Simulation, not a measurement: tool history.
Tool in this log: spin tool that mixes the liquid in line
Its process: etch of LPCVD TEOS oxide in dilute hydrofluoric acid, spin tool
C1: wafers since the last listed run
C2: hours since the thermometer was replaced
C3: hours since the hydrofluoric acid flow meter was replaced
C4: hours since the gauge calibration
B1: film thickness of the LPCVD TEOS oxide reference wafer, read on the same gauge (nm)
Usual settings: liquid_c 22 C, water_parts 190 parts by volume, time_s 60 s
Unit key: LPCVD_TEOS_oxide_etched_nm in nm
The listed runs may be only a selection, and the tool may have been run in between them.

{"run": 1, "hour": 0.0, "liquid_c": 22, "water_parts": 190, "time_s": 60, "C1": 0, "C2": 2246.8, "C3": 546.4, "C4": 0.2, "B1": 149.998, "LPCVD_TEOS_oxide_etched_nm": 4.485}
{"run": 2, "hour": 14.9, "liquid_c": 22, "water_parts": 190, "time_s": 60, "C1": 200, "C2": 2261.7, "C3": 561.3, "C4": 15.1, "B1": 149.981, "LPCVD_TEOS_oxide_etched_nm": 4.478}
{"run": 3, "hour": 31.7, "liquid_c": 22, "water_parts": 190, "time_s": 60, "C1": 226, "C2": 2278.5, "C3": 578.1, "C4": 31.9, "B1": 150.001, "LPCVD_TEOS_oxide_etched_nm": 4.491}
{"run": 4, "hour": 48.6, "liquid_c": 22, "water_parts": 190, "time_s": 60, "C1": 227, "C2": 2295.4, "C3": 595, "C4": 48.8, "B1": 150.024, "LPCVD_TEOS_oxide_etched_nm": 4.475}
{"run": 5, "hour": 58.0, "liquid_c": 22, "water_parts": 190, "time_s": 60, "C1": 126, "C2": 2304.8, "C3": 604.4, "C4": 58.2, "B1": 149.991, "LPCVD_TEOS_oxide_etched_nm": 4.44}
{"run": 6, "hour": 76.9, "liquid_c": 22, "water_parts": 190, "time_s": 60, "C1": 254, "C2": 2323.7, "C3": 623.3, "C4": 77.1, "B1": 149.983, "LPCVD_TEOS_oxide_etched_nm": 4.475}
{"run": 7, "hour": 88.4, "liquid_c": 22, "water_parts": 190, "time_s": 60, "C1": 155, "C2": 2335.2, "C3": 634.8, "C4": 88.6, "B1": 149.981, "LPCVD_TEOS_oxide_etched_nm": 4.444}
{"run": 8, "hour": 105.6, "liquid_c": 22, "water_parts": 190, "time_s": 80, "C1": 231, "C2": 2352.4, "C3": 652, "C4": 105.8, "B1": 149.996, "LPCVD_TEOS_oxide_etched_nm": 5.965}
{"run": 9, "hour": 116.7, "liquid_c": 22, "water_parts": 190, "time_s": 80, "C1": 149, "C2": 2363.5, "C3": 663.1, "C4": 116.9, "B1": 149.998, "LPCVD_TEOS_oxide_etched_nm": 5.942}
{"run": 10, "hour": 126.5, "liquid_c": 22, "water_parts": 130, "time_s": 60, "C1": 132, "C2": 2373.3, "C3": 672.9, "C4": 126.7, "B1": 149.971, "LPCVD_TEOS_oxide_etched_nm": 6.959}
{"run": 11, "hour": 136.6, "liquid_c": 22, "water_parts": 130, "time_s": 60, "C1": 136, "C2": 2383.4, "C3": 683, "C4": 136.8, "B1": 149.99, "LPCVD_TEOS_oxide_etched_nm": 6.872}
{"run": 12, "hour": 144.9, "liquid_c": 22, "water_parts": 190, "time_s": 35, "C1": 111, "C2": 2391.7, "C3": 691.3, "C4": 145.1, "B1": 149.989, "LPCVD_TEOS_oxide_etched_nm": 2.611}
{"hour": 156.6, "done": "hydrofluoric acid flow meter replaced"}
{"run": 13, "hour": 160.7, "liquid_c": 22, "water_parts": 190, "time_s": 35, "C1": 199, "C2": 2407.5, "C3": 4.1, "C4": 160.9, "B1": 150.022, "LPCVD_TEOS_oxide_etched_nm": 2.58}
{"run": 14, "hour": 168.3, "liquid_c": 22, "water_parts": 190, "time_s": 35, "C1": 102, "C2": 2415.1, "C3": 11.7, "C4": 168.5, "B1": 149.984, "LPCVD_TEOS_oxide_etched_nm": 2.588}
{"run": 15, "hour": 179.6, "liquid_c": 22, "water_parts": 190, "time_s": 75, "C1": 152, "C2": 2426.4, "C3": 23, "C4": 179.8, "B1": 149.973, "LPCVD_TEOS_oxide_etched_nm": 5.564}
{"run": 16, "hour": 191.3, "liquid_c": 22, "water_parts": 190, "time_s": 75, "C1": 157, "C2": 2438.1, "C3": 34.7, "C4": 191.5, "B1": 149.989, "LPCVD_TEOS_oxide_etched_nm": 5.528}
{"run": 17, "hour": 224.3, "liquid_c": 18.5, "water_parts": 225, "time_s": 60, "C1": 445, "C2": 2471.1, "C3": 67.7, "C4": 224.5, "B1": 149.995, "LPCVD_TEOS_oxide_etched_nm": 3.17}
{"run": 18, "hour": 232.1, "liquid_c": 22, "water_parts": 100, "time_s": 40, "C1": 105, "C2": 2478.9, "C3": 75.5, "C4": 232.3, "B1": 150.016, "LPCVD_TEOS_oxide_etched_nm": 6.127}
{"run": 19, "hour": 241.4, "liquid_c": 22, "water_parts": 190, "time_s": 80, "C1": 125, "C2": 2488.2, "C3": 84.8, "C4": 241.6, "B1": 149.979, "LPCVD_TEOS_oxide_etched_nm": 5.943}
{"run": 20, "hour": 250.7, "liquid_c": 26, "water_parts": 275, "time_s": 30, "C1": 125, "C2": 2497.5, "C3": 94.1, "C4": 250.9, "B1": 149.988, "LPCVD_TEOS_oxide_etched_nm": 1.63}
{"run": 21, "hour": 260.5, "liquid_c": 22, "water_parts": 285, "time_s": 60, "C1": 132, "C2": 2507.3, "C3": 103.9, "C4": 260.7, "B1": 149.976, "LPCVD_TEOS_oxide_etched_nm": 2.706}
{"run": 22, "hour": 275.9, "liquid_c": 18, "water_parts": 190, "time_s": 60, "C1": 207, "C2": 2522.7, "C3": 119.3, "C4": 276.1, "B1": 150.006, "LPCVD_TEOS_oxide_etched_nm": 3.77}
{"run": 23, "hour": 290.6, "liquid_c": 18, "water_parts": 235, "time_s": 60, "C1": 198, "C2": 2537.4, "C3": 134, "C4": 290.8, "B1": 149.974, "LPCVD_TEOS_oxide_etched_nm": 2.918}
{"hour": 334.7, "done": "thermometer replaced"}
{"run": 24, "hour": 335.2, "liquid_c": 25, "water_parts": 190, "time_s": 60, "C1": 588, "C2": 0.5, "C3": 178.6, "C4": 335.4, "B1": 149.993, "LPCVD_TEOS_oxide_etched_nm": 5.449}
{"run": 25, "hour": 347.8, "liquid_c": 22, "water_parts": 190, "time_s": 60, "C1": 169, "C2": 13.1, "C3": 191.2, "C4": 348, "B1": 149.989, "LPCVD_TEOS_oxide_etched_nm": 4.871}
{"hour": 361.2, "done": "gauge calibrated"}
{"run": 26, "hour": 363.9, "liquid_c": 22, "water_parts": 105, "time_s": 60, "C1": 217, "C2": 29.2, "C3": 207.3, "C4": 2.7, "B1": 150.018, "LPCVD_TEOS_oxide_etched_nm": 9.675}
{"run": 27, "hour": 375.7, "liquid_c": 20, "water_parts": 215, "time_s": 60, "C1": 159, "C2": 41, "C3": 219.1, "C4": 14.5, "B1": 149.993, "LPCVD_TEOS_oxide_etched_nm": 3.899}
{"run": 28, "hour": 390.0, "liquid_c": 22, "water_parts": 130, "time_s": 70, "C1": 192, "C2": 55.3, "C3": 233.4, "C4": 28.8, "B1": 150.022, "LPCVD_TEOS_oxide_etched_nm": 8.878}
{"run": 29, "hour": 399.4, "liquid_c": 22, "water_parts": 135, "time_s": 75, "C1": 126, "C2": 64.7, "C3": 242.8, "C4": 38.2, "B1": 149.988, "LPCVD_TEOS_oxide_etched_nm": 9.097}
{"run": 30, "hour": 413.4, "liquid_c": 22, "water_parts": 190, "time_s": 60, "C1": 188, "C2": 78.7, "C3": 256.8, "C4": 52.2, "B1": 149.986, "LPCVD_TEOS_oxide_etched_nm": 4.883}
{"run": 31, "hour": 428.8, "liquid_c": 18, "water_parts": 260, "time_s": 60, "C1": 207, "C2": 94.1, "C3": 272.2, "C4": 67.6, "B1": 150.018, "LPCVD_TEOS_oxide_etched_nm": 2.847}

Forecast run 32:
{"run": 32, "hour": 436.6, "liquid_c": 26.5, "water_parts": 190, "time_s": 45, "C1": 105, "C2": 101.9, "C3": 280, "C4": 75.4, "B1": "?", "LPCVD_TEOS_oxide_etched_nm": "?"}

Logged for run 32: B1 150, LPCVD_TEOS_oxide_etched_nm 4.321 nm.
Minus the tool's unlogged condition, the same run would have read LPCVD_TEOS_oxide_etched_nm 4.341 nm.

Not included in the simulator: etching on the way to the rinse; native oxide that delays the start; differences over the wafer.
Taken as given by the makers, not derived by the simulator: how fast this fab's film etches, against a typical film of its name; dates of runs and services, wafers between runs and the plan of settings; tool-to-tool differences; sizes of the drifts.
